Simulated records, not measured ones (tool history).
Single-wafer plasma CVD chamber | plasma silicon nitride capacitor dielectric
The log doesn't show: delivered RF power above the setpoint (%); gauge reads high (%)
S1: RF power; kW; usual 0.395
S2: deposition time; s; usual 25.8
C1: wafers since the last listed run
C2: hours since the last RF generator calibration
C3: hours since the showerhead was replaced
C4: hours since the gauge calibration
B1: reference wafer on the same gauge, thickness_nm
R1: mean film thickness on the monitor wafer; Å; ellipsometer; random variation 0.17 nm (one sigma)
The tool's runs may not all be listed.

{"run": 1, "hour": 0.0, "S1": 0.395, "S2": 27.8, "C1": 0, "C2": 1630.6, "C3": 5980.3, "C4": 441.3, "B1": 37.113, "R1": 396.18}
{"run": 2, "hour": 37.0, "S1": 0.395, "S2": 27.8, "C1": 728, "C2": 1667.6, "C3": 6017.3, "C4": 478.3, "B1": 37.123, "R1": 403.01}
{"run": 3, "hour": 81.6, "S1": 0.395, "S2": 27.8, "C1": 877, "C2": 1712.2, "C3": 6061.9, "C4": 522.9, "B1": 37.098, "R1": 401.4}
{"run": 4, "hour": 190.1, "S1": 0.395, "S2": 23.7, "C1": 2135, "C2": 1820.7, "C3": 6170.4, "C4": 631.4, "B1": 37.131, "R1": 340.29}
{"run": 5, "hour": 224.9, "S1": 0.395, "S2": 25.8, "C1": 684, "C2": 1855.5, "C3": 6205.2, "C4": 666.2, "B1": 37.135, "R1": 368.04}
{"run": 6, "hour": 273.5, "S1": 0.415, "S2": 25.8, "C1": 956, "C2": 1904.1, "C3": 6253.8, "C4": 714.8, "B1": 37.137, "R1": 380.08}
{"hour": 275.0, "done": "gauge calibrated"}
{"run": 7, "hour": 320.5, "S1": 0.415, "S2": 25.8, "C1": 924, "C2": 1951.1, "C3": 6300.8, "C4": 45.5, "B1": 37.117, "R1": 377.77}
{"run": 8, "hour": 381.6, "S1": 0.395, "S2": 25.8, "C1": 1202, "C2": 2012.2, "C3": 6361.9, "C4": 106.6, "B1": 37.122, "R1": 370.19}
{"run": 9, "hour": 424.4, "S1": 0.395, "S2": 25.8, "C1": 842, "C2": 2055, "C3": 6404.7, "C4": 149.4, "B1": 37.061, "R1": 371.23}
{"run": 10, "hour": 462.4, "S1": 0.395, "S2": 25.8, "C1": 747, "C2": 2093, "C3": 6442.7, "C4": 187.4, "B1": 37.149, "R1": 373.25}
{"run": 11, "hour": 494.8, "S1": 0.395, "S2": 25.8, "C1": 637, "C2": 2125.4, "C3": 6475.1, "C4": 219.8, "B1": 37.107, "R1": 368.96}
{"run": 12, "hour": 547.4, "S1": 0.395, "S2": 24.2, "C1": 1035, "C2": 2178, "C3": 6527.7, "C4": 272.4, "B1": 37.081, "R1": 346.2}
{"hour": 589.2, "done": "showerhead replaced"}
{"run": 13, "hour": 605.1, "S1": 0.395, "S2": 25.8, "C1": 978, "C2": 2235.7, "C3": 15.9, "C4": 330.1, "B1": 37.087, "R1": 368.5}
{"run": 14, "hour": 651.5, "S1": 0.46, "S2": 25.8, "C1": 913, "C2": 2282.1, "C3": 62.3, "C4": 376.5, "B1": 37.036, "R1": 399.09}
{"run": 15, "hour": 705.0, "S1": 0.35, "S2": 27.1, "C1": 1052, "C2": 2335.6, "C3": 115.8, "C4": 430, "B1": 37.061, "R1": 367.09}

The next listed run, before its measurement:
{"run": 16, "hour": 769.7, "S1": 0.395, "S2": 25.8, "C1": 1273, "C2": 2400.3, "C3": 180.5, "C4": 494.7, "B1": "?", "R1": "?"}

{"run 16": {"B1": 37.175, "R1": 372.1}}
Without the tool's hidden state the same run would have given R1 372.1 Å.
